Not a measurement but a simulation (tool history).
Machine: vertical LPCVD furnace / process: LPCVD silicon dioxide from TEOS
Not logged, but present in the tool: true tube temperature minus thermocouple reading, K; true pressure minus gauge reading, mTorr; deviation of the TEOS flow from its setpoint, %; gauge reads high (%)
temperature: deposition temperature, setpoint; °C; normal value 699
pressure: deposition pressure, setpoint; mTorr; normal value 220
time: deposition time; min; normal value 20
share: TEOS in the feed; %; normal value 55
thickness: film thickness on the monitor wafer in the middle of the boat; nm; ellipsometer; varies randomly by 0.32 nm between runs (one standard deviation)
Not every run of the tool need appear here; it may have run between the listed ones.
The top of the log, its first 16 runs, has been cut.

| run | hour | temperature | pressure | time | share | wafers since the last listed run | hours since the last temperature calibration | hours since the pressure gauge was zeroed | hours since the TEOS flow controller was replaced | hours since the gauge calibration | read-back reference wafer on the same gauge, thickness | thickness |
|---|---|---|---|---|---|---|---|---|---|---|---|---|
| 17 | 1251.1 | 699 | 220 | 24.5 | 45 | 908 | 2045.2 | 451.9 | 285.8 | 151.5 | 99.07 | 122.39 |
| 18 | 1349.3 | 694 | 220 | 20 | 55 | 875 | 2143.4 | 550.1 | 384 | 249.7 | 98.99 | 98.31 |
|  | 1389 | thermocouples replaced and temperature profile calibrated |
| 19 | 1423.6 | 699 | 220 | 20 | 55 | 448 | 34.6 | 624.4 | 458.3 | 324 | 99 | 109.58 |
| 20 | 1461 | 692 | 165 | 17.5 | 51 | 333 | 72 | 661.8 | 495.7 | 361.4 | 99.02 | 68.23 |
| 21 | 1505.8 | 709 | 220 | 20 | 55 | 399 | 116.8 | 706.6 | 540.5 | 406.2 | 98.96 | 138.7 |
| 22 | 1576.1 | 691 | 220 | 20 | 60 | 626 | 187.1 | 776.9 | 610.8 | 476.5 | 98.99 | 95.57 |
| 23 | 1617.2 | 692 | 165 | 17.5 | 51 | 366 | 228.2 | 818 | 651.9 | 517.6 | 99.01 | 68.19 |
| 24 | 1687.4 | 699 | 245 | 20 | 55 | 625 | 298.4 | 888.2 | 722.1 | 587.8 | 99.17 | 116.31 |
| 25 | 1779.1 | 707 | 180 | 20 | 64 | 817 | 390.1 | 979.9 | 813.8 | 679.5 | 98.96 | 129.26 |
| 26 | 1863.7 | 690 | 220 | 27 | 55 | 754 | 474.7 | 1064.5 | 898.4 | 764.1 | 99.02 | 120.23 |
| 27 | 1946 | 703 | 220 | 23.5 | 48 | 733 | 557 | 1146.8 | 980.7 | 846.4 | 99.11 | 133.37 |
| 28 | 2264.8 | 689 | 250 | 24.5 | 55 | 2841 | 875.8 | 1465.6 | 1299.5 | 1165.2 | 98.9 | 113.71 |
| 29 | 2533.5 | 704 | 240 | 13 | 48 | 2394 | 1144.5 | 1734.3 | 1568.2 | 1433.9 | 98.88 | 78.76 |
| 30 | 2595 | 708 | 175 | 12 | 63 | 548 | 1206 | 1795.8 | 1629.7 | 1495.4 | 98.98 | 77.25 |
| 31 | 2685.2 | 699 | 220 | 20 | 55 | 803 | 1296.2 | 1886 | 1719.9 | 1585.6 | 99.03 | 109.91 |
| 32 | 2752.6 | 699 | 220 | 20 | 55 | 600 | 1363.6 | 1953.4 | 1787.3 | 1653 | 98.93 | 110.09 |

Predict each of these 3 candidate next runs independently; none follows another, all start after run 32:
| A | 2757.2 | 699 | 220 | 20 | 55 | 41 | 1368.2 | 1958 | 1791.9 | 1657.6 | ? | ? |
| B | 2757.2 | 699 | 220 | 15 | 44 | 41 | 1368.2 | 1958 | 1791.9 | 1657.6 | ? | ? |
| C | 2757.2 | 695 | 180 | 13.5 | 45 | 41 | 1368.2 | 1958 | 1791.9 | 1657.6 | ? | ? |

| run | read-back reference wafer on the same gauge, thickness | thickness |
|---|---|---|
| A | 98.96 | 110.29 |
| B | 98.96 | 74.02 |
| C | 98.96 | 55.49 |
Without the tool's unlogged condition, the same runs would have read:
| run | thickness |
|---|---|
| A | 110.09 |
| B | 73.85 |
| C | 55.36 |

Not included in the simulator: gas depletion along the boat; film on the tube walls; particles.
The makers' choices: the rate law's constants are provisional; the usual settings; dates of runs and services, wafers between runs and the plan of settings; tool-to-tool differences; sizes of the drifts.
